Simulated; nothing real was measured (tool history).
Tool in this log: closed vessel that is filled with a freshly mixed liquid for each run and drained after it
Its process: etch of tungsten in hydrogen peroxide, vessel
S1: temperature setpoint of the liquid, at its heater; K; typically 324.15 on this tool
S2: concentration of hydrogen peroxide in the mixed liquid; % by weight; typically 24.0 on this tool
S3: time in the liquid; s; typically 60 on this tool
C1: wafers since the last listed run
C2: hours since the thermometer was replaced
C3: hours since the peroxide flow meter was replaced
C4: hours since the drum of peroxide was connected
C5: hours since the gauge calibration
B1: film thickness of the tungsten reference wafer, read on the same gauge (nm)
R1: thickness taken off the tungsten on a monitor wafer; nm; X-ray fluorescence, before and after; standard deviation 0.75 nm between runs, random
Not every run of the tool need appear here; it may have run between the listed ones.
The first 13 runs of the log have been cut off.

run	hour	S1	S2	S3	C1	C2	C3	C4	C5	B1	R1
14	186.7	327.15	24.0	60	802	2018.3	476.3	221.6	137.8	109.99	117.85
15	193.0	333.15	24.0	60	561	2024.6	482.6	227.9	144.1	110.03	167.33
16	209.1	330.65	26.0	75	1435	2040.7	498.7	244.0	160.2	110.01	190.35
# hour 217.4: peroxide flow meter replaced
17	222.0	324.15	24.0	60	1060	2053.6	4.6	256.9	173.1	109.96	94.61
# hour 236.7: thermometer replaced
18	237.2	324.15	24.0	60	1266	0.5	19.8	272.1	188.3	109.98	94.35
19	242.2	316.15	18.5	90	445	5.5	24.8	277.1	193.3	110.01	75.67
# hour 265.5: new drum of peroxide connected
20	287.1	316.65	18.5	30	3913	50.4	69.7	21.6	238.2	109.99	26.24
21	296.6	327.65	18.5	60	846	59.9	79.2	31.1	247.7	110.00	103.20
22	322.3	328.65	19.0	80	2291	85.6	104.9	56.8	273.4	110.01	149.88
23	339.7	324.15	27.0	40	1551	103.0	122.3	74.2	290.8	110.00	67.57
24	349.1	324.15	24.0	60	838	112.4	131.7	83.6	300.2	110.02	96.02
25	364.6	331.15	19.0	45	1381	127.9	147.2	99.1	315.7	109.98	97.19
26	380.3	324.15	21.5	80	1399	143.6	162.9	114.8	331.4	109.98	120.19
27	396.0	316.15	22.0	60	1399	159.3	178.6	130.5	347.1	110.01	55.56
28	412.7	324.15	24.0	40	1488	176.0	195.3	147.2	363.8	110.00	64.51
29	427.4	324.15	24.0	60	1310	190.7	210.0	161.9	378.5	109.99	95.76
30	444.1	314.15	30.0	95	1488	207.4	226.7	178.6	395.2	109.98	88.65

Branching from run 30: 4 alternative next runs. What would each branch give?
A	444.8	320.65	24.0	60	62	208.1	227.4	179.3	395.9	?	?
B	444.8	330.65	26.0	60	62	208.1	227.4	179.3	395.9	?	?
C	444.8	333.65	24.0	60	62	208.1	227.4	179.3	395.9	?	?
D	444.8	333.15	18.5	60	62	208.1	227.4	179.3	395.9	?	?

run	B1	R1
A	109.96	77.78
B	109.96	147.81
C	109.96	168.93
D	109.96	144.12
The same runs, with their run-to-run variation unchanged, on a tool lacking any hidden condition would have given:
run	R1
A	74.93
B	142.38
C	162.72
D	138.82

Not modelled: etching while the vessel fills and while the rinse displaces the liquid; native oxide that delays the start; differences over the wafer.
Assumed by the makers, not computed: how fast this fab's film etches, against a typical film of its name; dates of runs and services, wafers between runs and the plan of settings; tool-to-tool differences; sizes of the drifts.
